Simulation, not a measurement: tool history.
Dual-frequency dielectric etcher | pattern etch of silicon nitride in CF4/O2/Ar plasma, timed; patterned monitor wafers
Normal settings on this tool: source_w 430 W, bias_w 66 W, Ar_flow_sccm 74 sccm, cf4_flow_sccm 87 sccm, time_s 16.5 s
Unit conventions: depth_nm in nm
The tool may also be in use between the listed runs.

| run | hour | source_w | bias_w | Ar_flow_sccm | cf4_flow_sccm | time_s | read-back reference wafer on the same gauge, depth_nm | depth_nm |
|---|---|---|---|---|---|---|---|---|
| 1 | 0 | 430 | 66 | 59 | 87 | 21 | 26.5 | 41.41 |
| 2 | 17.4 | 430 | 71 | 88 | 70 | 16.5 | 26.5 | 31.43 |
|  | 26.3 | source power generator calibrated |
| 3 | 26.7 | 430 | 66 | 74 | 87 | 16.5 | 26.51 | 30.52 |
| 4 | 40.1 | 430 | 56 | 74 | 96 | 16.5 | 26.49 | 27.93 |
| 5 | 56.4 | 430 | 66 | 74 | 87 | 16.5 | 26.49 | 30.56 |
|  | 63.5 | CF4 flow controller replaced |
| 6 | 63.8 | 430 | 54 | 79 | 104 | 16.5 | 26.51 | 27.49 |
| 7 | 79.3 | 430 | 66 | 74 | 87 | 16.5 | 26.51 | 30.41 |
| 8 | 86.7 | 520 | 66 | 79 | 105 | 13 | 26.5 | 28.04 |
| 9 | 101.5 | 430 | 52 | 92 | 87 | 12.5 | 26.5 | 19.38 |
| 10 | 118.8 | 430 | 66 | 83 | 68 | 16.5 | 26.51 | 29 |
| 11 | 127.7 | 430 | 66 | 74 | 87 | 16.5 | 26.5 | 30.43 |
| 12 | 176.2 | 430 | 66 | 74 | 87 | 16.5 | 26.52 | 30.43 |

Run 13 is up next; what results do you expect?
| 13 | 184.7 | 430 | 66 | 89 | 93 | 20.5 | ? | ? |

Run 13 gave read-back reference wafer on the same gauge, depth_nm 26.52, depth_nm 37.42 nm.
With no hidden state in the tool, this same run would have given depth_nm 37.79 nm.

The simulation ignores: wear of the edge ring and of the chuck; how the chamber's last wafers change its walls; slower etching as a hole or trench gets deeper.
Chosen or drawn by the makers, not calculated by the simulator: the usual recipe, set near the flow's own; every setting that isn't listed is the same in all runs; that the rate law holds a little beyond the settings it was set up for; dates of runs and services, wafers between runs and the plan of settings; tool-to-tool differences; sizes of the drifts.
